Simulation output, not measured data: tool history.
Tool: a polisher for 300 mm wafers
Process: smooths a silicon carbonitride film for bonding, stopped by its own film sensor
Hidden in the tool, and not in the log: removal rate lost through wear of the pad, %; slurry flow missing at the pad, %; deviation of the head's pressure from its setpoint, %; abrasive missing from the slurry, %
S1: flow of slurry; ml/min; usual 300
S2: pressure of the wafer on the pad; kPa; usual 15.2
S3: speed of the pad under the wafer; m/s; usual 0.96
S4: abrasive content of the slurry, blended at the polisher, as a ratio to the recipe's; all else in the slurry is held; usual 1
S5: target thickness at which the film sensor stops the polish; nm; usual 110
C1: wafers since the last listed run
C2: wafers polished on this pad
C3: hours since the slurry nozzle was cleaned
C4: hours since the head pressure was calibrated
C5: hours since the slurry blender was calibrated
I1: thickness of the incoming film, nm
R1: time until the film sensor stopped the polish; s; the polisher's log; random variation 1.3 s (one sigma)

run,hour,S1,S2,S3,S4,S5,C1,C2,C3,C4,C5,I1,R1
1,0,300,15.2,0.96,1,110,0,543,28.5,706.3,176.6,143,144.9
2,46.2,300,15.2,1.04,1,110,358,901,74.7,752.5,222.8,140.8,132.9
3,88.7,300,15.2,1.04,1,110,329,1231,117.2,795,265.3,138.9,131.8
# hour 99.6: slurry blender recalibrated
4,121.4,355,15.2,0.96,1,110,238,1469,149.9,827.7,21.8,140.9,129.9
# hour 166.6: worn pad replaced by a new one
5,176.1,355,15.2,0.96,1,110,393,73,204.6,882.4,76.5,142,132.8
6,212.9,355,15.2,0.96,1,110,285,359,241.4,919.2,113.3,138.1,118.6
7,281,300,15.2,0.96,1,110,528,887,309.5,987.3,181.4,139.3,130.4
# hour 293.6: slurry nozzle cleaned
8,321.7,300,15.2,0.96,1,110,307,1194,28.1,1028,222.1,140.9,141.9
9,368.9,300,15.2,0.96,1,110,365,1560,75.3,1075.2,269.3,138.6,138.2
# hour 387.7: slurry blender recalibrated
# hour 391.6: worn pad replaced by a new one
# hour 410.5: head pressure recalibrated
10,433.6,300,13.8,0.96,1,110,440,310,140,23.1,45.9,139.3,128.6
11,487.9,300,15.2,0.96,1,110,421,731,194.3,77.4,100.2,141.1,131.1
12,516.5,300,15.2,0.96,1,110,221,953,222.9,106,128.8,140.7,131.1
13,556.5,300,15.2,0.96,1,110,310,1263,262.9,146,168.8,140.2,131.2
# hour 585.1: slurry nozzle cleaned
14,615.2,300,10.3,0.96,1,110,447,1710,30.1,204.7,227.5,138.3,164.4
# hour 633.6: worn pad replaced by a new one
# hour 653.7: slurry blender recalibrated
15,654.2,330,18.6,0.96,1,110,255,144,69.1,243.7,0.5,137.9,101.7
16,698.8,300,20.7,1.26,1,115,345,489,113.7,288.3,45.1,141.5,73.5
17,762.7,300,20.7,0.96,1,110,495,985,177.6,352.2,109,140.4,103.6
18,820.5,300,15.2,0.96,1,110,448,1433,235.4,410,166.8,138.9,123.6
19,861.6,300,15.2,1.18,1.2,110,318,1752,276.5,451.1,207.9,140.4,99.5
# hour 870.4: slurry blender recalibrated
20,892.5,300,15.2,0.86,0.85,110,224,1976,307.4,482,22.1,138.9,150.5
# hour 914.6: worn pad replaced by a new one
# hour 917: slurry nozzle cleaned
21,946.9,300,15.2,0.96,1,110,383,243,29.9,536.4,76.5,139.5,122.5
22,1003.1,300,15.2,0.96,1,110,435,678,86.1,592.6,132.7,138,119.6
23,1033.6,300,15.2,0.96,1.3,110,236,915,116.6,623.1,163.2,137.2,98.9
# hour 1090.2: slurry blender recalibrated
24,1129.2,300,15.2,0.82,1,118,725,1641,212.2,718.7,39,139.3,100
# hour 1185.2: worn pad replaced by a new one
25,1200.4,270,12.4,1.2,1.2,110,521,118,283.4,789.9,110.2,138.2,99
# hour 1260.1: slurry nozzle cleaned
26,1260.7,300,15.2,0.96,1,110,459,577,0.6,850.2,170.5,138.7,125

5 ways to go on from here, each from the tool as it stands after run 26. What would each give?
A,1261.2,300,15.2,0.96,1,110,3,581,1.1,850.7,171,137.9,?
B,1261.2,380,15.2,0.96,1,110,3,581,1.1,850.7,171,137.9,?
C,1261.2,300,13.1,1.12,0.7,110,3,581,1.1,850.7,171,137.9,?
D,1261.2,300,13.1,1.22,1,110,3,581,1.1,850.7,171,137.9,?
E,1261.2,300,15.2,0.88,0.85,110,3,581,1.1,850.7,171,137.9,?

run,R1
A,121.3
B,119.8
C,175
D,109.1
E,151.5
Without the tool's hidden state the same runs would have given:
run,R1
A,115.1
B,113.7
C,162.8
D,103.5
E,142.5

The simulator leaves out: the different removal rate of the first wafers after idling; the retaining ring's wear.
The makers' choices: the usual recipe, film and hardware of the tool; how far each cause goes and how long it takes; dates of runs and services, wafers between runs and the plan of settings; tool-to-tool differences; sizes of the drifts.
